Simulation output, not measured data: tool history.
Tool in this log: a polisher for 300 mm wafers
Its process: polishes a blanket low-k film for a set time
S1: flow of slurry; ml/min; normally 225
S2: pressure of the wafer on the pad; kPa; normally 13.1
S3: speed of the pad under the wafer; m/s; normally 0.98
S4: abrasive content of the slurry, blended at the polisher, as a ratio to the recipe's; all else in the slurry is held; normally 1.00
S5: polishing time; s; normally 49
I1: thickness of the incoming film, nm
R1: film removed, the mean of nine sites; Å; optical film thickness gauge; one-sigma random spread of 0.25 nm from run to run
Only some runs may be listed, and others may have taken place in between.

Run 1, day 0.000: usual settings but S3 1.16 m/s; I1 518.7. Result: R1 171 Å.
Run 2, day 2.196: usual settings but S1 195 ml/min, S4 0.80; I1 523.1. Result: R1 135 Å.
Run 3, day 4.179: usual settings but S1 195 ml/min, S4 0.80; I1 527.8. Result: R1 135 Å.
Run 4, day 6.221: usual settings but S1 195 ml/min, S4 0.80; I1 521.3. Result: R1 137 Å.
At day 6.300: slurry nozzle cleaned.
At day 6.321: slurry blender recalibrated.
At day 6.433: conditioning disc replaced and pad reconditioned.
Run 5, day 7.650: usual settings; I1 518.1. Result: R1 174 Å.
At day 9.067: worn pad replaced by a new one.
Run 6, day 9.638: usual settings; I1 521.1. Result: R1 167 Å.
At day 11.967: head pressure recalibrated.
Run 7, day 12.442: usual settings; I1 519.5. Result: R1 160 Å.
Run 8, day 13.996: usual settings; I1 521.6. Result: R1 154 Å.
Run 9, day 16.738: usual settings but S3 1.24 m/s; I1 521.5. Result: R1 170 Å.
Run 10, day 18.338: usual settings but S4 0.70, S5 63 s; I1 523.7. Result: R1 164 Å.
At day 19.146: slurry blender recalibrated.
At day 19.838: conditioning disc replaced and pad reconditioned.
Run 11, day 21.242: usual settings but S5 63 s; I1 514.7. Result: R1 219 Å.
At day 21.638: worn pad replaced by a new one.
Run 12, day 23.538: usual settings; I1 523.4. Result: R1 162 Å.
Run 13, day 24.792: usual settings but S1 190 ml/min, S3 0.80 m/s; I1 524.4. Result: R1 142 Å.
Run 14, day 27.496: usual settings but S2 16.5 kPa; I1 523.7. Result: R1 193 Å.
Run 15, day 29.117: usual settings; I1 528.1. Result: R1 153 Å.
At day 31.446: slurry blender recalibrated.
Run 16, day 31.467: usual settings but S3 0.84 m/s, S5 65 s; I1 526.7. Result: R1 226 Å.
Run 17, day 32.479: usual settings but S2 11.0 kPa; I1 526.3. Result: R1 146 Å.
At day 33.950: conditioning disc replaced and pad reconditioned.
Run 18, day 34.192: usual settings but S1 290 ml/min, S3 1.18 m/s; I1 521.6. Result: R1 185 Å.
At day 36.033: worn pad replaced by a new one.
Run 19, day 36.054: usual settings but S2 11.7 kPa, S3 1.12 m/s, S4 1.25; I1 511.7. Result: R1 169 Å.
At day 43.446: slurry nozzle cleaned.
Run 20, day 43.562: usual settings but S3 1.24 m/s; I1 530.7. Result: R1 165 Å.
At day 45.958: slurry blender recalibrated.
Run 21, day 45.979: usual settings; I1 516.7. Result: R1 175 Å.
At day 46.496: conditioning disc replaced and pad reconditioned.
Run 22, day 48.325: usual settings but S3 0.78 m/s; I1 523.3. Result: R1 153 Å.
At day 49.571: head pressure recalibrated.
At day 50.058: worn pad replaced by a new one.
Run 23, day 50.467: usual settings; I1 527.7. Result: R1 159 Å.
Run 24, day 51.788: usual settings but S4 0.75, S5 33 s; I1 528.1. Result: R1 90 Å.

Consider 5 possible next runs. They are alternatives, not a sequence: every one starts from the tool as it was left by run 24. What does each give?
Run A, day 51.804: usual settings but S3 1.32 m/s; I1 512.7. Result: R1 ?.
Run B, day 51.804: usual settings but S4 0.85, S5 56 s; I1 512.7. Result: R1 ?.
Run C, day 51.804: usual settings but S2 10.3 kPa, S3 0.80 m/s; I1 512.7. Result: R1 ?.
Run D, day 51.804: usual settings but S3 0.68 m/s; I1 512.7. Result: R1 ?.
Run E, day 51.804: usual settings but S2 11.0 kPa, S3 1.14 m/s, S4 1.10, S5 44 s; I1 512.7. Result: R1 ?.

run   R1
  A  183
  B  165
  C  113
  D  134
  E  135
Had the tool no hidden state, the same runs would have come out as:
run   R1
  A  210
  B  192
  C  130
  D  154
  E  153
